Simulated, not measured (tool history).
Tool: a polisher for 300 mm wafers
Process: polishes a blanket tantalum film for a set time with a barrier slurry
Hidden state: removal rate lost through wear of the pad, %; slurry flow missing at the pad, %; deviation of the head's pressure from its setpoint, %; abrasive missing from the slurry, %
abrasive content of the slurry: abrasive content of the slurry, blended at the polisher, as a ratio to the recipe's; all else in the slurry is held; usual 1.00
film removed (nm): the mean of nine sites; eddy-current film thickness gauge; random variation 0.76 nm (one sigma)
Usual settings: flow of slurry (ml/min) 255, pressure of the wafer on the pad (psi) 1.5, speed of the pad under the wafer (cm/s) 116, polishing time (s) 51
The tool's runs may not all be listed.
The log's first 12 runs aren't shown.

| run | hour | flow of slurry (ml/min) | pressure of the wafer on the pad (psi) | speed of the pad under the wafer (cm/s) | abrasive content of the slurry | polishing time (s) | wafers since the last listed run | wafers polished on this pad | hours since the slurry nozzle was cleaned | hours since the head pressure was calibrated | hours since the slurry blender was calibrated | incoming thickness of the incoming film, nm | film removed (nm) |
|---|---|---|---|---|---|---|---|---|---|---|---|---|---|
| 13 | 186.9 | 255 | 1.5 | 116 | 1.00 | 46 | 79 | 862 | 12.3 | 81.0 | 348.5 | 271.0 | 56.3 |
| 14 | 200.2 | 255 | 1.2 | 126 | 1.00 | 51 | 104 | 966 | 25.6 | 94.3 | 361.8 | 270.9 | 53.6 |
| 15 | 212.4 | 255 | 1.5 | 92 | 1.25 | 51 | 95 | 1062 | 37.8 | 106.5 | 374.0 | 271.7 | 54.2 |
| 16 | 219.3 | 255 | 1.0 | 136 | 1.00 | 62 | 53 | 1116 | 44.7 | 113.4 | 380.9 | 274.1 | 60.7 |
|  | 244.5 | worn pad replaced by a new one |
|  | 245.7 | slurry blender recalibrated |
| 17 | 251.6 | 255 | 1.5 | 140 | 1.00 | 56 | 211 | 46 | 77.0 | 145.7 | 5.9 | 267.9 | 82.6 |
| 18 | 262.0 | 330 | 1.5 | 116 | 0.90 | 51 | 81 | 127 | 87.4 | 156.1 | 16.3 | 272.4 | 59.3 |
| 19 | 276.4 | 320 | 1.3 | 116 | 1.25 | 57 | 112 | 240 | 101.8 | 170.5 | 30.7 | 268.4 | 65.8 |
| 20 | 284.1 | 255 | 1.5 | 116 | 1.00 | 51 | 60 | 300 | 109.5 | 178.2 | 38.4 | 271.0 | 62.8 |
| 21 | 291.1 | 210 | 1.9 | 116 | 1.00 | 51 | 54 | 355 | 116.5 | 185.2 | 45.4 | 274.5 | 77.2 |
| 22 | 299.0 | 255 | 1.5 | 116 | 1.00 | 51 | 61 | 417 | 124.4 | 193.1 | 53.3 | 268.6 | 62.1 |
| 23 | 311.2 | 255 | 1.5 | 116 | 1.00 | 51 | 95 | 512 | 136.6 | 205.3 | 65.5 | 265.9 | 62.6 |
| 24 | 322.8 | 255 | 1.5 | 116 | 1.00 | 51 | 90 | 603 | 148.2 | 216.9 | 77.1 | 265.7 | 62.0 |
| 25 | 336.8 | 255 | 1.5 | 126 | 1.00 | 40 | 109 | 712 | 162.2 | 230.9 | 91.1 | 270.5 | 53.1 |
| 26 | 343.3 | 255 | 1.8 | 116 | 1.00 | 51 | 50 | 763 | 168.7 | 237.4 | 97.6 | 272.0 | 73.4 |
| 27 | 352.2 | 295 | 1.5 | 132 | 1.20 | 41 | 69 | 833 | 177.6 | 246.3 | 106.5 | 265.9 | 62.1 |
| 28 | 365.3 | 255 | 1.5 | 116 | 1.00 | 68 | 102 | 935 | 190.7 | 259.4 | 119.6 | 270.3 | 82.0 |
|  | 383.7 | worn pad replaced by a new one |
| 29 | 384.2 | 255 | 1.5 | 140 | 1.00 | 51 | 116 | 4 | 209.6 | 278.3 | 138.5 | 268.6 | 74.2 |
| 30 | 398.1 | 255 | 1.5 | 96 | 1.00 | 51 | 108 | 112 | 223.5 | 292.2 | 152.4 | 265.7 | 51.2 |
| 31 | 407.9 | 205 | 1.5 | 116 | 1.00 | 60 | 76 | 189 | 233.3 | 302.0 | 162.2 | 273.0 | 70.3 |
| 32 | 422.5 | 255 | 1.5 | 116 | 1.00 | 66 | 114 | 303 | 247.9 | 316.6 | 176.8 | 270.4 | 79.0 |

Forecast each of these 3 alternatives for the next run:
| A | 422.9 | 255 | 1.5 | 116 | 1.00 | 51 | 3 | 306 | 248.3 | 317.0 | 177.2 | 270.8 | ? |
| B | 422.9 | 255 | 1.5 | 116 | 1.20 | 51 | 3 | 306 | 248.3 | 317.0 | 177.2 | 270.8 | ? |
| C | 422.9 | 255 | 1.3 | 142 | 1.25 | 51 | 3 | 306 | 248.3 | 317.0 | 177.2 | 270.8 | ? |

| run | film removed (nm) |
|---|---|
| A | 61.2 |
| B | 65.9 |
| C | 70.9 |
Without the tool's hidden state the same runs would have given:
| run | film removed (nm) |
|---|---|
| A | 61.7 |
| B | 66.6 |
| C | 71.6 |

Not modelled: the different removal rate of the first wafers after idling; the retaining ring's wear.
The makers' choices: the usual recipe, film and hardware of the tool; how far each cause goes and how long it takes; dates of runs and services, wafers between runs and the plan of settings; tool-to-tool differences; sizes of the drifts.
